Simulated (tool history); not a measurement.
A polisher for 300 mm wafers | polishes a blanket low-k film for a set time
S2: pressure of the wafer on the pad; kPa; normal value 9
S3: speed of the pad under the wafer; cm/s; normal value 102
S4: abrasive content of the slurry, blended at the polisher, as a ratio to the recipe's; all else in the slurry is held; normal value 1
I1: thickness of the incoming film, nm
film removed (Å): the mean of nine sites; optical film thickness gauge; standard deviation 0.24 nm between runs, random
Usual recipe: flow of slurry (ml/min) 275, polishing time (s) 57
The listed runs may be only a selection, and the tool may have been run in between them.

Run 1, hour 0: usual settings but S2 11.7 kPa; I1 540. Result: film removed (Å) 252.
Run 2, hour 66.8: usual settings; I1 539.7. Result: film removed (Å) 188.
At hour 75.8: slurry nozzle cleaned.
Run 3, hour 104.5: usual settings; I1 545.2. Result: film removed (Å) 188.
At hour 107: slurry blender recalibrated.
Run 4, hour 153.1: usual settings; I1 542.3. Result: film removed (Å) 185.
Run 5, hour 248.5: usual settings; I1 531.2. Result: film removed (Å) 175.
At hour 307.2: conditioning disc replaced and pad reconditioned.
At hour 314.4: worn pad replaced by a new one.
Run 6, hour 333.9: usual settings; I1 546.1. Result: film removed (Å) 179.
Run 7, hour 441.7: usual settings; I1 542.5. Result: film removed (Å) 174.
Run 8, hour 481.3: usual settings; I1 536. Result: film removed (Å) 174.
At hour 498.2: slurry blender recalibrated.
Run 9, hour 522.2: usual settings but S2 6.9 kPa; I1 533.4. Result: film removed (Å) 132.
At hour 555.2: head pressure recalibrated.
Run 10, hour 590: usual settings; I1 536.1. Result: film removed (Å) 194.
At hour 619.3: worn pad replaced by a new one.
Run 11, hour 627.8: usual settings; I1 540.4. Result: film removed (Å) 196.
At hour 657.2: conditioning disc replaced and pad reconditioned.
Run 12, hour 724.3: usual settings but S2 6.2 kPa; I1 533.3. Result: film removed (Å) 131.
Run 13, hour 826.5: usual settings but S2 7.6 kPa; I1 537.5. Result: film removed (Å) 161.
At hour 870.9: slurry nozzle cleaned.
At hour 871.9: slurry blender recalibrated.
Run 14, hour 920.3: usual settings; I1 540.1. Result: film removed (Å) 186.
At hour 984.5: conditioning disc replaced and pad reconditioned.
At hour 1006.7: worn pad replaced by a new one.
Run 15, hour 1010.8: usual settings but S2 11 kPa; I1 540.7. Result: film removed (Å) 223.
Run 16, hour 1072.6: usual settings but S3 124 cm/s; I1 542.2. Result: film removed (Å) 201.
Run 17, hour 1177.9: usual settings but flow of slurry (ml/min) 190, S2 11 kPa, S4 1.2; I1 541.3. Result: film removed (Å) 224.
At hour 1192.7: head pressure recalibrated.
At hour 1221.9: slurry blender recalibrated.
Run 18, hour 1251.4: usual settings; I1 531.5. Result: film removed (Å) 194.
At hour 1330: conditioning disc replaced and pad reconditioned.
At hour 1385.8: worn pad replaced by a new one.
Run 19, hour 1500.5: usual settings; I1 546.8. Result: film removed (Å) 186.
Run 20, hour 1583.8: usual settings but S2 10.3 kPa, S3 86 cm/s; I1 538.8. Result: film removed (Å) 191.
Run 21, hour 1622.8: usual settings but S2 10.3 kPa, S3 86 cm/s; I1 542.1. Result: film removed (Å) 187.
At hour 1640: slurry blender recalibrated.
At hour 1649.6: conditioning disc replaced and pad reconditioned.
At hour 1678.8: worn pad replaced by a new one.
At hour 1690.2: slurry nozzle cleaned.
Run 22, hour 1701.5: usual settings but flow of slurry (ml/min) 220; I1 537.6. Result: film removed (Å) 176.

For each run, the measured value with the value that run would have given without the tool's hidden condition subtracted. The run-to-run variation is shared by both, the gauge scatter possibly not:
Hidden conditions of the tool in this case: removal rate lost through wear of the pad, %; slurry flow missing at the pad, %; deviation of the head's pressure from its setpoint, %; abrasive missing from the slurry, %; time polished since the conditioner stopped cutting, s.
run  film removed (Å)
  1                -3
  2                -5
  3                -5
  4                -7
  5               -11
  6               -14
  7               -17
  8               -19
  9               -15
 10                +2
 11                +1
 12                -2
 13                -4
 14                -9
 15               -15
 16               -16
 17               -23
 18                +4
 19                -4
 20                -8
 21                -9
 22               -11
